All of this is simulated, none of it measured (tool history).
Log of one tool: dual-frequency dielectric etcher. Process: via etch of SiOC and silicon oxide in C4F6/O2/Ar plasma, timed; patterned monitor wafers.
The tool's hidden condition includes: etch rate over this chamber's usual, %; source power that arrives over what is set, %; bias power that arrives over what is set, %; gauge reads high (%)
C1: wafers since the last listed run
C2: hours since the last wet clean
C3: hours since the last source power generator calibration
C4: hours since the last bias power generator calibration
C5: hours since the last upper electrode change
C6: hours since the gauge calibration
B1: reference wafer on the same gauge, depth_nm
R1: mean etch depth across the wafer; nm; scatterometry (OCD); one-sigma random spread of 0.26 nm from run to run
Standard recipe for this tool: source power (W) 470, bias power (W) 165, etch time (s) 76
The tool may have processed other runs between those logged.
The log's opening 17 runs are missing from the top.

-- hour=447.9 bias power generator calibrated
run 18 hour=458.6 | source_power_(W)=410 bias_power_(W)=126 etch_time_(s)=69.5 | C1=322 C2=249.1 C3=259.7 C4=10.7 C5=127.5 C6=520.1 | B1=84.1 | R1=71.7
run 19 hour=494 | source_power_(W)=470 bias_power_(W)=165 etch_time_(s)=76 | C1=492 C2=284.5 C3=295.1 C4=46.1 C5=162.9 C6=555.5 | B1=84.1 | R1=89.1
run 20 hour=506.7 | source_power_(W)=420 bias_power_(W)=186 etch_time_(s)=59 | C1=176 C2=297.2 C3=307.8 C4=58.8 C5=175.6 C6=568.2 | B1=84.1 | R1=68.1
run 21 hour=520.2 | source_power_(W)=470 bias_power_(W)=165 etch_time_(s)=76 | C1=187 C2=310.7 C3=321.3 C4=72.3 C5=189.1 C6=581.7 | B1=84.1 | R1=88.8
run 22 hour=539.5 | source_power_(W)=550 bias_power_(W)=139 etch_time_(s)=92.5 | C1=268 C2=330 C3=340.6 C4=91.6 C5=208.4 C6=601 | B1=84.1 | R1=111.7
run 23 hour=575.4 | source_power_(W)=390 bias_power_(W)=195 etch_time_(s)=66.5 | C1=499 C2=365.9 C3=376.5 C4=127.5 C5=244.3 C6=636.9 | B1=84 | R1=74.9
run 24 hour=597.5 | source_power_(W)=550 bias_power_(W)=194 etch_time_(s)=76 | C1=307 C2=388 C3=398.6 C4=149.6 C5=266.4 C6=659 | B1=84.1 | R1=99.1
run 25 hour=614.8 | source_power_(W)=470 bias_power_(W)=165 etch_time_(s)=85 | C1=240 C2=405.3 C3=415.9 C4=166.9 C5=283.7 C6=676.3 | B1=84.1 | R1=99
run 26 hour=639.6 | source_power_(W)=380 bias_power_(W)=201 etch_time_(s)=69.5 | C1=344 C2=430.1 C3=440.7 C4=191.7 C5=308.5 C6=701.1 | B1=84 | R1=77.7

The next listed run, before its measurement:
run 27 hour=669.7 | source_power_(W)=530 bias_power_(W)=149 etch_time_(s)=66 | C1=418 C2=460.2 C3=470.8 C4=221.8 C5=338.6 C6=731.2 | B1=? | R1=?

B1: 84.1
R1: 78.6 nm
Take away the tool's hidden state, keep the run-to-run variation as it was, and the same run would have given R1 80.7 nm.

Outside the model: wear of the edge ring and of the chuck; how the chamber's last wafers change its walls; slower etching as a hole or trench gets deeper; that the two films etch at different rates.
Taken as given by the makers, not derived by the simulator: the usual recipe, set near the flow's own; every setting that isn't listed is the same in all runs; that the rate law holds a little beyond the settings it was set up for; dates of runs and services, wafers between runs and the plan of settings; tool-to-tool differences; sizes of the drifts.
